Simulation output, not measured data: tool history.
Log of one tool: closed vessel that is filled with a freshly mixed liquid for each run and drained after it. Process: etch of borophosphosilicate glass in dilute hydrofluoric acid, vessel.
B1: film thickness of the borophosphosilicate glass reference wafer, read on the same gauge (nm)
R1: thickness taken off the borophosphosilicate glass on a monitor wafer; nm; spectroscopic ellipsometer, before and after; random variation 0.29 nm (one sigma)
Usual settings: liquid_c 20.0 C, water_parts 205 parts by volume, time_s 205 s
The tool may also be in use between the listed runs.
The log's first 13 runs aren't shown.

run 14 hour=650.6 | liquid_c=20.0 water_parts=205 time_s=205 | B1=69.97 | R1=42.12
run 15 hour=676.9 | liquid_c=20.0 water_parts=205 time_s=205 | B1=70.01 | R1=41.65
run 16 hour=736.7 | liquid_c=17.0 water_parts=115 time_s=95 | B1=70.02 | R1=33.62
run 17 hour=765.0 | liquid_c=20.0 water_parts=290 time_s=85 | B1=69.99 | R1=11.56
run 18 hour=803.0 | liquid_c=20.0 water_parts=205 time_s=205 | B1=70.00 | R1=42.30
run 19 hour=856.3 | liquid_c=20.0 water_parts=205 time_s=205 | B1=70.01 | R1=42.57
run 20 hour=883.0 | liquid_c=22.5 water_parts=270 time_s=270 | B1=69.98 | R1=43.48
run 21 hour=923.6 | liquid_c=17.0 water_parts=135 time_s=260 | B1=70.04 | R1=77.31
-- hour=951.8 hydrofluoric acid flow meter replaced
run 22 hour=985.8 | liquid_c=17.5 water_parts=175 time_s=140 | B1=70.01 | R1=30.30
run 23 hour=1012.5 | liquid_c=17.0 water_parts=205 time_s=315 | B1=70.03 | R1=55.33
-- hour=1031.1 thermometer replaced
run 24 hour=1070.0 | liquid_c=17.0 water_parts=280 time_s=140 | B1=69.99 | R1=17.53
run 25 hour=1132.1 | liquid_c=18.0 water_parts=205 time_s=115 | B1=70.00 | R1=22.04
run 26 hour=1202.9 | liquid_c=18.0 water_parts=105 time_s=105 | B1=69.98 | R1=43.13
run 27 hour=1273.9 | liquid_c=20.0 water_parts=290 time_s=280 | B1=69.98 | R1=37.79
run 28 hour=1328.4 | liquid_c=20.0 water_parts=205 time_s=205 | B1=70.00 | R1=42.20
run 29 hour=1387.5 | liquid_c=20.0 water_parts=155 time_s=205 | B1=70.00 | R1=59.38
run 30 hour=1455.4 | liquid_c=23.0 water_parts=205 time_s=135 | B1=70.01 | R1=31.22
run 31 hour=1497.1 | liquid_c=20.0 water_parts=250 time_s=205 | B1=70.02 | R1=33.81
run 32 hour=1542.5 | liquid_c=20.0 water_parts=205 time_s=205 | B1=70.00 | R1=42.29

Forecast each of these 4 alternatives for the next run:
run A hour=1543.2 | liquid_c=22.5 water_parts=205 time_s=205 | B1=? | R1=?
run B hour=1543.2 | liquid_c=18.0 water_parts=255 time_s=95 | B1=? | R1=?
run C hour=1543.2 | liquid_c=20.0 water_parts=205 time_s=260 | B1=? | R1=?
run D hour=1543.2 | liquid_c=20.0 water_parts=175 time_s=160 | B1=? | R1=?

run=A B1=70.01 R1=46.62
run=B B1=70.01 R1=13.96
run=C B1=70.01 R1=53.73
run=D B1=70.01 R1=39.86
Without the tool's hidden state the same runs would have given:
run=A R1=46.46
run=B R1=13.91
run=C R1=53.59
run=D R1=39.80
